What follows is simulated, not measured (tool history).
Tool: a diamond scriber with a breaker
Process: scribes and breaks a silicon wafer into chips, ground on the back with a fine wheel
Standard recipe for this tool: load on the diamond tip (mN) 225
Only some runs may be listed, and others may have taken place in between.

run	hour	load on the diamond tip (mN)	incoming depth of the damage left on the back of the incoming wafer, um	depth of the median crack under the scribed line (nm)	chips rejected at inspection after the break (%)
1	0	225	2.66	14670	2.65
2	64.1	225	2.61	14730	2.8
3	143.4	225	2.52	14740	2.93
4	241.6	225	2.35	14700	2.94
5	286.9	225	1.83	15020	2.88
6	332.8	225	2.73	14480	3.28
7	400	188	2.98	13250	2.73
# hour 448.9: load on the tip recalibrated
8	460.7	188	2.2	12090	3.47
# hour 466.3: diamond tip replaced by a new one, of another model than before
9	556.1	188	2.35	11830	3.34
10	642	248	2.23	15760	3.86
11	698.1	267	1.89	16630	6.48
12	790.7	267	2.17	17300	7.69
13	843.6	278	1.74	17390	9.46
14	944	164	2.2	11270	5.05
15	1007.5	176	2.64	12750	3.62
16	1066.6	271	1.67	17660	8.81
17	1132.1	179	1.97	12320	2.72
# hour 1181.4: diamond tip replaced by a new one
# hour 1185.7: load on the tip recalibrated
18	1214.8	198	2.84	12400	3.91
19	1308.2	284	2.67	16570	7.46
20	1409.5	225	2.69	14620	2.75
21	1483.1	167	2.29	11580	5.77
22	1610.1	225	2.08	14410	2.88
23	1713.3	225	1.9	15070	2.77
24	1791.8	252	1.7	16590	5.32

Results per run with the tool's hidden condition removed, run-to-run variation unchanged:
Hidden state at play: share of the diamond tip's cutting effectiveness lost through wear, %; deviation of the load on the tip from its setpoint, %.
run	depth of the median crack under the scribed line (nm)	chips rejected at inspection after the break (%)
1	13690	2.31
2	13660	2.36
3	13590	2.37
4	13490	2.26
5	13770	2.06
6	13250	2.62
7	12110	4.3
8	12010	3.64
9	11300	4.6
10	14720	2.44
11	15370	3.71
12	15790	4.11
13	15780	4.99
14	10150	9.77
15	11450	7.32
16	15810	4.15
17	11010	6.09
18	12250	4.21
19	15830	5.6
20	13640	2.41
21	10670	9.66
22	13100	2.01
23	13610	1.79
24	14920	2.44
